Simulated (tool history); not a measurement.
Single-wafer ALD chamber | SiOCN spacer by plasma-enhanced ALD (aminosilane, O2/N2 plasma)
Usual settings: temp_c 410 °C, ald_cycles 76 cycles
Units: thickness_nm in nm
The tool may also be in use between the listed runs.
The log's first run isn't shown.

run,hour,temp_c,ald_cycles,wafers since the last listed run,hours since the last thermocouple change,hours since the gauge calibration,"read-back reference wafer on the same gauge, thickness_nm",thickness_nm
2,23.7,417,76,105,1320.5,757.3,5.159,4.241
3,48.9,410,76,112,1345.7,782.5,5.159,4.359
4,65.6,410,65,74,1362.4,799.2,5.157,3.715
5,121.1,410,65,247,1417.9,854.7,5.159,3.729
6,142.2,420,76,94,1439.0,875.8,5.158,4.192
7,176.6,402,76,153,1473.4,910.2,5.157,4.474
8,205.3,402,76,128,1502.1,938.9,5.161,4.454
9,232.6,421,76,121,1529.4,966.2,5.163,4.177
10,256.4,421,76,106,1553.2,990.0,5.160,4.163
11,274.1,421,76,78,1570.9,1007.7,5.162,4.159
12,301.7,410,76,123,1598.5,1035.3,5.163,4.340
13,316.5,410,76,66,1613.3,1050.1,5.158,4.327
14,342.5,410,76,116,1639.3,1076.1,5.163,4.326
# hour 353.4: gauge calibrated
15,358.8,410,76,72,1655.6,5.4,5.161,4.346
16,388.4,405,76,132,1685.2,35.0,5.158,4.425
17,421.5,410,76,147,1718.3,68.1,5.162,4.335
18,441.5,418,76,89,1738.3,88.1,5.157,4.217
19,466.7,418,76,112,1763.5,113.3,5.159,4.193
20,498.3,410,76,141,1795.1,144.9,5.157,4.354
# hour 537.7: thermocouple changed; heater temperature recalibrated
21,538.2,410,63,142,0.5,184.8,5.159,3.665
22,550.2,402,65,53,12.5,196.8,5.161,3.875
23,576.1,417,82,115,38.4,222.7,5.158,4.637
24,611.3,410,76,157,73.6,257.9,5.157,4.421
25,636.3,422,70,111,98.6,282.9,5.161,3.893

Run 26 comes next. What will it give?
26,648.4,405,63,53,110.7,295.0,?,?

read-back reference wafer on the same gauge, thickness_nm: 5.157
thickness_nm: 3.727 nm
Without the tool's hidden state the same run would have given thickness_nm 3.725 nm.
